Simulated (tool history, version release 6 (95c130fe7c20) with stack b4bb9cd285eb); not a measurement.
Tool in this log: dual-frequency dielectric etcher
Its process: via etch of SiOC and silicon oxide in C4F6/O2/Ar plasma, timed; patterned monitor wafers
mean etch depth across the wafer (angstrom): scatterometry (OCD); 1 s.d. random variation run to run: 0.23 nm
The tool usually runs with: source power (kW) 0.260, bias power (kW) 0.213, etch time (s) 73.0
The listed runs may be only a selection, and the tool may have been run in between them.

run,hour,source power (kW),bias power (kW),etch time (s),"read-back reference wafer on the same gauge, depth_nm",mean etch depth across the wafer (angstrom)
1,0.0,0.260,0.213,81.5,68.2,791
# hour 15.4: gauge calibrated
2,29.5,0.260,0.213,81.5,66.7,771
# hour 92.0: bias power generator calibrated
3,92.5,0.210,0.242,73.0,66.7,681
4,124.7,0.260,0.201,73.0,66.8,681
5,158.5,0.260,0.201,73.0,66.9,681
6,215.2,0.260,0.201,73.0,67.1,686
7,273.2,0.260,0.213,73.0,67.2,701
8,345.0,0.260,0.213,73.0,67.2,697
9,383.9,0.310,0.213,60.5,67.2,616
# hour 417.2: wet clean of the chamber
10,423.4,0.220,0.213,91.5,67.3,843
11,493.0,0.210,0.242,73.0,67.4,687
12,558.0,0.220,0.196,61.0,67.5,545
13,609.4,0.260,0.213,73.0,67.5,700
14,672.1,0.240,0.192,63.0,67.5,572
15,716.1,0.300,0.213,65.5,67.5,657
# hour 768.9: upper electrode replaced
16,787.0,0.260,0.213,73.0,67.6,705
# hour 874.1: wet clean of the chamber
17,874.6,0.260,0.213,73.0,67.8,705
# hour 894.7: source power generator calibrated
18,895.2,0.230,0.177,73.0,67.9,643
19,922.8,0.290,0.213,53.0,67.8,532
20,982.0,0.220,0.242,55.5,67.8,535
21,1018.0,0.260,0.213,73.0,68.0,707
22,1058.6,0.290,0.255,93.5,67.9,988
23,1092.1,0.260,0.213,57.0,68.0,553
24,1140.6,0.260,0.166,67.0,67.9,601
25,1210.2,0.260,0.181,83.5,68.0,776
26,1239.2,0.260,0.189,73.0,68.0,686
27,1278.2,0.260,0.213,73.0,68.1,706
28,1322.7,0.260,0.213,60.5,68.1,588
# hour 1357.4: wet clean of the chamber
29,1363.3,0.200,0.213,61.5,68.0,552

Forecast run 30:
30,1415.9,0.260,0.213,73.0,?,?

{"run 30": {"read-back reference wafer on the same gauge, depth_nm": 68.0, "mean etch depth across the wafer (angstrom)": 704}}
Had the tool carried no hidden state, the very same run would have given mean etch depth across the wafer (angstrom) 689.
